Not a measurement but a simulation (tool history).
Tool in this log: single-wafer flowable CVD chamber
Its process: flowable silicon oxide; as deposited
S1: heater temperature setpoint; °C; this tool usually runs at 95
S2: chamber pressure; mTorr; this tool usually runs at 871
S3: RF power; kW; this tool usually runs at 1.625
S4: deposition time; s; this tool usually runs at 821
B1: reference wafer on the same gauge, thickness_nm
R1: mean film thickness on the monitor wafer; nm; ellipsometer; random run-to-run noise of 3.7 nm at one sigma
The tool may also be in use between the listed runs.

{"run": 1, "hour": 0.0, "S1": 95, "S2": 871, "S3": 1.625, "S4": 821, "B1": 536.8, "R1": 654.11}
{"run": 2, "hour": 66.6, "S1": 86, "S2": 871, "S3": 1.5, "S4": 821, "B1": 538.068, "R1": 814.049}
{"run": 3, "hour": 110.7, "S1": 86, "S2": 871, "S3": 1.5, "S4": 821, "B1": 537.891, "R1": 814.188}
{"run": 4, "hour": 154.3, "S1": 95, "S2": 871, "S3": 1.625, "S4": 821, "B1": 538.412, "R1": 649.727}
{"run": 5, "hour": 223.9, "S1": 95, "S2": 871, "S3": 1.625, "S4": 821, "B1": 538.116, "R1": 653.595}
{"run": 6, "hour": 251.4, "S1": 95, "S2": 871, "S3": 1.625, "S4": 821, "B1": 538.651, "R1": 648.621}
{"run": 7, "hour": 284.2, "S1": 95, "S2": 871, "S3": 1.625, "S4": 821, "B1": 538.264, "R1": 644.125}
{"run": 8, "hour": 310.8, "S1": 95, "S2": 871, "S3": 1.625, "S4": 821, "B1": 537.931, "R1": 643.341}
{"run": 9, "hour": 379.4, "S1": 95, "S2": 871, "S3": 1.625, "S4": 821, "B1": 537.598, "R1": 650.239}
{"run": 10, "hour": 436.7, "S1": 95, "S2": 871, "S3": 1.625, "S4": 821, "B1": 537.44, "R1": 644.062}
{"run": 11, "hour": 493.4, "S1": 95, "S2": 871, "S3": 1.625, "S4": 821, "B1": 538.819, "R1": 649.882}
{"run": 12, "hour": 553.1, "S1": 95, "S2": 871, "S3": 1.625, "S4": 821, "B1": 538.151, "R1": 648.754}
{"run": 13, "hour": 610.8, "S1": 95, "S2": 871, "S3": 1.625, "S4": 821, "B1": 538.295, "R1": 650.294}
{"hour": 671.2, "done": "thermocouple changed; heater temperature recalibrated"}
{"hour": 677.9, "done": "showerhead replaced"}
{"run": 14, "hour": 682.1, "S1": 95, "S2": 871, "S3": 1.625, "S4": 821, "B1": 538.069, "R1": 653.178}
{"run": 15, "hour": 710.8, "S1": 95, "S2": 871, "S3": 1.625, "S4": 821, "B1": 538.279, "R1": 649.385}
{"hour": 728.3, "done": "RF generator calibrated"}
{"hour": 728.3, "done": "gauge calibrated"}
{"run": 16, "hour": 757.4, "S1": 95, "S2": 665, "S3": 1.89, "S4": 669, "B1": 538.083, "R1": 417.942}
{"run": 17, "hour": 818.1, "S1": 95, "S2": 1023, "S3": 1.625, "S4": 821, "B1": 538.189, "R1": 767.441}
{"run": 18, "hour": 883.6, "S1": 109, "S2": 734, "S3": 1.825, "S4": 898, "B1": 538.216, "R1": 411.364}
{"run": 19, "hour": 947.8, "S1": 95, "S2": 871, "S3": 1.625, "S4": 821, "B1": 537.658, "R1": 647.262}
{"hour": 986.2, "done": "capacitance manometer re-zeroed and calibrated"}
{"run": 20, "hour": 991.1, "S1": 95, "S2": 871, "S3": 1.625, "S4": 821, "B1": 538.791, "R1": 646.847}
{"run": 21, "hour": 1018.6, "S1": 105, "S2": 871, "S3": 1.365, "S4": 821, "B1": 538.212, "R1": 452.691}
{"run": 22, "hour": 1045.0, "S1": 86, "S2": 871, "S3": 1.5, "S4": 821, "B1": 538.009, "R1": 814.716}
{"run": 23, "hour": 1105.5, "S1": 95, "S2": 697, "S3": 1.625, "S4": 821, "B1": 539.368, "R1": 525.316}
{"run": 24, "hour": 1157.7, "S1": 88, "S2": 871, "S3": 1.34, "S4": 871, "B1": 537.045, "R1": 789.094}
{"run": 25, "hour": 1199.9, "S1": 87, "S2": 728, "S3": 1.42, "S4": 739, "B1": 537.806, "R1": 581.245}
{"run": 26, "hour": 1264.1, "S1": 91, "S2": 1020, "S3": 1.625, "S4": 777, "B1": 538.144, "R1": 806.216}
{"run": 27, "hour": 1318.9, "S1": 95, "S2": 871, "S3": 1.445, "S4": 821, "B1": 537.752, "R1": 622.018}
{"run": 28, "hour": 1360.9, "S1": 95, "S2": 871, "S3": 1.87, "S4": 978, "B1": 537.601, "R1": 806.874}
{"run": 29, "hour": 1412.9, "S1": 91, "S2": 1020, "S3": 1.625, "S4": 777, "B1": 537.694, "R1": 808.901}

Each row is a separate what-if for the run after 29, all from the same tool condition, not one after another. Results?
{"run": "A", "hour": 1413.5, "S1": 95, "S2": 871, "S3": 1.625, "S4": 821, "B1": "?", "R1": "?"}
{"run": "B", "hour": 1413.5, "S1": 103, "S2": 1023, "S3": 1.625, "S4": 891, "B1": "?", "R1": "?"}
{"run": "C", "hour": 1413.5, "S1": 80, "S2": 871, "S3": 1.625, "S4": 821, "B1": "?", "R1": "?"}

run=A B1=538.211 R1=646.274
run=B B1=538.211 R1=651.183
run=C B1=538.211 R1=975.974
With the hidden condition removed and each run's random variation left untouched, the same runs would have given:
run=A R1=646.274
run=B R1=651.183
run=C R1=975.974
